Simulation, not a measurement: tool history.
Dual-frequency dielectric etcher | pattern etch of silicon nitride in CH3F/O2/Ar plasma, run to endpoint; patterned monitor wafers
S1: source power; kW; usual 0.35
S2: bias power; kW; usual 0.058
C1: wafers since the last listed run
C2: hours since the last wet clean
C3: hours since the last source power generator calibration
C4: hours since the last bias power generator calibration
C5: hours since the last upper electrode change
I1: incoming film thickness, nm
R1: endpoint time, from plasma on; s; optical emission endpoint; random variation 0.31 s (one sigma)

{"run": 1, "hour": 0.0, "S1": 0.35, "S2": 0.058, "C1": 0, "C2": 485.5, "C3": 1371.7, "C4": 1521.7, "C5": 3830.7, "I1": 34.99, "R1": 65.9}
{"run": 2, "hour": 15.7, "S1": 0.38, "S2": 0.054, "C1": 144, "C2": 501.2, "C3": 1387.4, "C4": 1537.4, "C5": 3846.4, "I1": 35.12, "R1": 65.8}
{"run": 3, "hour": 23.8, "S1": 0.35, "S2": 0.058, "C1": 74, "C2": 509.3, "C3": 1395.5, "C4": 1545.5, "C5": 3854.5, "I1": 35.37, "R1": 66.7}
{"run": 4, "hour": 34.0, "S1": 0.35, "S2": 0.058, "C1": 93, "C2": 519.5, "C3": 1405.7, "C4": 1555.7, "C5": 3864.7, "I1": 35.03, "R1": 66.6}
{"run": 5, "hour": 50.8, "S1": 0.35, "S2": 0.058, "C1": 154, "C2": 536.3, "C3": 1422.5, "C4": 1572.5, "C5": 3881.5, "I1": 35.49, "R1": 67.1}
{"run": 6, "hour": 57.6, "S1": 0.4, "S2": 0.058, "C1": 62, "C2": 543.1, "C3": 1429.3, "C4": 1579.3, "C5": 3888.3, "I1": 35.25, "R1": 63}
{"run": 7, "hour": 67.4, "S1": 0.4, "S2": 0.058, "C1": 90, "C2": 552.9, "C3": 1439.1, "C4": 1589.1, "C5": 3898.1, "I1": 35.54, "R1": 63.9}
{"run": 8, "hour": 74.2, "S1": 0.4, "S2": 0.058, "C1": 62, "C2": 559.7, "C3": 1445.9, "C4": 1595.9, "C5": 3904.9, "I1": 35.16, "R1": 62.3}
{"hour": 112.1, "done": "wet clean of the chamber"}
{"hour": 112.2, "done": "bias power generator calibrated"}
{"run": 9, "hour": 112.6, "S1": 0.31, "S2": 0.058, "C1": 131, "C2": 0.5, "C3": 1484.3, "C4": 0.4, "C5": 3943.3, "I1": 35.14, "R1": 63.4}
{"run": 10, "hour": 112.9, "S1": 0.31, "S2": 0.058, "C1": 2, "C2": 0.8, "C3": 1484.6, "C4": 0.7, "C5": 3943.6, "I1": 35.38, "R1": 64.1}
{"run": 11, "hour": 114.1, "S1": 0.35, "S2": 0.058, "C1": 11, "C2": 2, "C3": 1485.8, "C4": 1.9, "C5": 3944.8, "I1": 35.46, "R1": 60.7}
{"run": 12, "hour": 123.2, "S1": 0.35, "S2": 0.058, "C1": 83, "C2": 11.1, "C3": 1494.9, "C4": 11, "C5": 3953.9, "I1": 35.73, "R1": 61}
{"run": 13, "hour": 133.5, "S1": 0.35, "S2": 0.058, "C1": 94, "C2": 21.4, "C3": 1505.2, "C4": 21.3, "C5": 3964.2, "I1": 35.01, "R1": 59.5}
{"hour": 142.3, "done": "source power generator calibrated"}
{"run": 14, "hour": 142.8, "S1": 0.35, "S2": 0.048, "C1": 48, "C2": 30.7, "C3": 0.5, "C4": 30.6, "C5": 3973.5, "I1": 34.56, "R1": 61.9}
{"run": 15, "hour": 152.8, "S1": 0.35, "S2": 0.058, "C1": 92, "C2": 40.7, "C3": 10.5, "C4": 40.6, "C5": 3983.5, "I1": 35.63, "R1": 61.2}
{"hour": 189.8, "done": "wet clean of the chamber, repeated, since the last time left the tool worse"}
{"run": 16, "hour": 190.3, "S1": 0.44, "S2": 0.058, "C1": 124, "C2": 0.5, "C3": 48, "C4": 78.1, "C5": 4021, "I1": 35.16, "R1": 58.3}
{"run": 17, "hour": 190.6, "S1": 0.42, "S2": 0.069, "C1": 2, "C2": 0.8, "C3": 48.3, "C4": 78.4, "C5": 4021.3, "I1": 35.45, "R1": 56.8}
{"run": 18, "hour": 190.9, "S1": 0.35, "S2": 0.058, "C1": 2, "C2": 1.1, "C3": 48.6, "C4": 78.7, "C5": 4021.6, "I1": 35.47, "R1": 65.1}
{"hour": 228.9, "done": "upper electrode replaced"}
{"run": 19, "hour": 229.4, "S1": 0.35, "S2": 0.058, "C1": 133, "C2": 39.6, "C3": 87.1, "C4": 117.2, "C5": 0.5, "I1": 35.24, "R1": 64.7}
{"run": 20, "hour": 266.6, "S1": 0.38, "S2": 0.046, "C1": 342, "C2": 76.8, "C3": 124.3, "C4": 154.4, "C5": 37.7, "I1": 35.26, "R1": 66.7}
{"run": 21, "hour": 275.4, "S1": 0.35, "S2": 0.049, "C1": 81, "C2": 85.6, "C3": 133.1, "C4": 163.2, "C5": 46.5, "I1": 35.04, "R1": 67.8}
{"run": 22, "hour": 283.9, "S1": 0.31, "S2": 0.069, "C1": 78, "C2": 94.1, "C3": 141.6, "C4": 171.7, "C5": 55, "I1": 34.98, "R1": 64.4}
{"run": 23, "hour": 290.9, "S1": 0.4, "S2": 0.071, "C1": 64, "C2": 101.1, "C3": 148.6, "C4": 178.7, "C5": 62, "I1": 35.26, "R1": 57.7}
{"run": 24, "hour": 305.9, "S1": 0.35, "S2": 0.058, "C1": 138, "C2": 116.1, "C3": 163.6, "C4": 193.7, "C5": 77, "I1": 35.35, "R1": 65.6}
{"run": 25, "hour": 321.4, "S1": 0.39, "S2": 0.058, "C1": 142, "C2": 131.6, "C3": 179.1, "C4": 209.2, "C5": 92.5, "I1": 34.95, "R1": 61.2}
{"run": 26, "hour": 329.1, "S1": 0.41, "S2": 0.072, "C1": 70, "C2": 139.3, "C3": 186.8, "C4": 216.9, "C5": 100.2, "I1": 35.57, "R1": 57.6}
{"run": 27, "hour": 336.1, "S1": 0.35, "S2": 0.065, "C1": 64, "C2": 146.3, "C3": 193.8, "C4": 223.9, "C5": 107.2, "I1": 35.01, "R1": 62.5}
{"run": 28, "hour": 352.4, "S1": 0.38, "S2": 0.058, "C1": 150, "C2": 162.6, "C3": 210.1, "C4": 240.2, "C5": 123.5, "I1": 35.18, "R1": 63}
{"run": 29, "hour": 370.0, "S1": 0.37, "S2": 0.058, "C1": 162, "C2": 180.2, "C3": 227.7, "C4": 257.8, "C5": 141.1, "I1": 35.43, "R1": 63.7}
{"run": 30, "hour": 387.7, "S1": 0.35, "S2": 0.058, "C1": 162, "C2": 197.9, "C3": 245.4, "C4": 275.5, "C5": 158.8, "I1": 35.17, "R1": 65.3}
{"run": 31, "hour": 395.1, "S1": 0.35, "S2": 0.058, "C1": 68, "C2": 205.3, "C3": 252.8, "C4": 282.9, "C5": 166.2, "I1": 35.35, "R1": 65.3}
{"run": 32, "hour": 413.0, "S1": 0.35, "S2": 0.058, "C1": 164, "C2": 223.2, "C3": 270.7, "C4": 300.8, "C5": 184.1, "I1": 35.05, "R1": 65.1}
{"run": 33, "hour": 428.7, "S1": 0.35, "S2": 0.058, "C1": 144, "C2": 238.9, "C3": 286.4, "C4": 316.5, "C5": 199.8, "I1": 35.25, "R1": 65.1}
{"run": 34, "hour": 439.2, "S1": 0.26, "S2": 0.054, "C1": 96, "C2": 249.4, "C3": 296.9, "C4": 327, "C5": 210.3, "I1": 34.98, "R1": 76.1}
{"run": 35, "hour": 453.6, "S1": 0.41, "S2": 0.058, "C1": 132, "C2": 263.8, "C3": 311.3, "C4": 341.4, "C5": 224.7, "I1": 34.96, "R1": 60.9}
{"run": 36, "hour": 467.2, "S1": 0.38, "S2": 0.066, "C1": 125, "C2": 277.4, "C3": 324.9, "C4": 355, "C5": 238.3, "I1": 35.2, "R1": 60.2}

The tool's hidden state at each run:
source power that arrives over what is set, %: 0 in every run
bias power that arrives over what is set, %: 0 in every run
H1: etch rate over this chamber's usual, %
run=1 H1=-3.48
run=2 H1=-3.59
run=3 H1=-3.64
run=4 H1=-3.71
run=5 H1=-3.82
run=6 H1=-3.86
run=7 H1=-3.92
run=8 H1=-3.97
run=9 H1=6.9
run=10 H1=6.89
run=11 H1=6.89
run=12 H1=6.83
run=13 H1=6.76
run=14 H1=6.7
run=15 H1=6.63
run=16 H1=-0.145
run=17 H1=-0.147
run=18 H1=-0.149
run=19 H1=-0.402
run=20 H1=-0.646
run=21 H1=-0.703
run=22 H1=-0.759
run=23 H1=-0.805
run=24 H1=-0.903
run=25 H1=-1
run=26 H1=-1.06
run=27 H1=-1.1
run=28 H1=-1.21
run=29 H1=-1.32
run=30 H1=-1.44
run=31 H1=-1.49
run=32 H1=-1.61
run=33 H1=-1.71
run=34 H1=-1.78
run=35 H1=-1.87
run=36 H1=-1.96
